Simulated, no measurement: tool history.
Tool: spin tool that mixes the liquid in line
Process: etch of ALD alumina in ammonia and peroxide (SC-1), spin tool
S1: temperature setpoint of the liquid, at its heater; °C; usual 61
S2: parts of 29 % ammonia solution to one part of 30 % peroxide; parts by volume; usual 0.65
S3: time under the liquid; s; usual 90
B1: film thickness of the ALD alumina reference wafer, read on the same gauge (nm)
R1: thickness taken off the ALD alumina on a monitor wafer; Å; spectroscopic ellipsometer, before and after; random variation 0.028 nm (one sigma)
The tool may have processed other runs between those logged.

Run 1, hour 0: usual settings but S2 0.8 parts by volume, S3 50 s; B1 59.99. Result: R1 41 Å.
Run 2, hour 46.1: usual settings but S2 0.8 parts by volume, S3 50 s; B1 60.01. Result: R1 41 Å.
Run 3, hour 101.1: usual settings but S1 53 °C; B1 60. Result: R1 47.6 Å.
Run 4, hour 157.7: usual settings but S2 0.55 parts by volume, S3 115 s; B1 59.99. Result: R1 91.1 Å.
At hour 204.6: new drum of ammonia solution connected.
Run 5, hour 257.2: usual settings but S2 0.55 parts by volume, S3 115 s; B1 60. Result: R1 91.1 Å.
Run 6, hour 360.1: usual settings but S2 0.55 parts by volume, S3 115 s; B1 60. Result: R1 90.9 Å.
Run 7, hour 426.3: usual settings but S1 57.5 °C; B1 60. Result: R1 60.3 Å.
At hour 484.5: gauge calibrated.
Run 8, hour 500.9: usual settings but S1 57.5 °C; B1 60.01. Result: R1 59.9 Å.
Run 9, hour 558.1: usual settings but S1 57.5 °C; B1 60. Result: R1 60.2 Å.
At hour 604.4: new drum of ammonia solution connected.
Run 10, hour 650.3: usual settings; B1 60. Result: R1 72.4 Å.
At hour 659.9: ammonia flow meter replaced.
Run 11, hour 714.4: usual settings but S3 60 s; B1 59.99. Result: R1 48.2 Å.
Run 12, hour 761.1: usual settings but S1 68 °C, S3 75 s; B1 59.98. Result: R1 84.7 Å.
Run 13, hour 843.5: usual settings but S1 70 °C; B1 60.02. Result: R1 113.7 Å.
Run 14, hour 896.6: usual settings; B1 60.01. Result: R1 72.4 Å.
Run 15, hour 933.9: usual settings; B1 60.01. Result: R1 72.5 Å.
Run 16, hour 991.1: usual settings; B1 59.98. Result: R1 71.6 Å.
At hour 1007.9: new drum of ammonia solution connected.
At hour 1023.5: heated supply line repaired.
At hour 1064.2: thermometer replaced.
Run 17, hour 1068.7: usual settings but S1 54 °C, S2 0.75 parts by volume, S3 145 s; B1 60.01. Result: R1 81.5 Å.
Run 18, hour 1156.7: usual settings but S1 69.5 °C, S2 0.35 parts by volume, S3 35 s; B1 59.99. Result: R1 40.5 Å.
At hour 1196.9: gauge calibrated.
Run 19, hour 1239.6: usual settings but S2 0.75 parts by volume, S3 120 s; B1 59.99. Result: R1 97.3 Å.
At hour 1359.6: new drum of ammonia solution connected.
Run 20, hour 1463.7: usual settings but S1 55.5 °C, S2 0.4 parts by volume, S3 140 s; B1 60.01. Result: R1 80.3 Å.
Run 21, hour 1559.3: usual settings; B1 59.99. Result: R1 72.5 Å.

What if the next run were any one of these 4? Each begins from the tool's condition after run 21:
Run A, hour 1559.7: usual settings but S1 64.5 °C; B1 ?. Result: R1 ?.
Run B, hour 1559.7: usual settings but S1 65.5 °C, S2 0.8 parts by volume; B1 ?. Result: R1 ?.
Run C, hour 1559.7: usual settings but S1 65 °C; B1 ?. Result: R1 ?.
Run D, hour 1559.7: usual settings but S1 64.5 °C, S2 0.75 parts by volume, S3 145 s; B1 ?. Result: R1 ?.

run     B1     R1
  A  60.01   86.2
  B  60.01   92.4
  C  60.01   88.3
  D  60.01  140.7
Without the tool's unlogged condition, the same runs would have read:
run     R1
  A   86.2
  B   92.4
  C   88.3
  D  140.7

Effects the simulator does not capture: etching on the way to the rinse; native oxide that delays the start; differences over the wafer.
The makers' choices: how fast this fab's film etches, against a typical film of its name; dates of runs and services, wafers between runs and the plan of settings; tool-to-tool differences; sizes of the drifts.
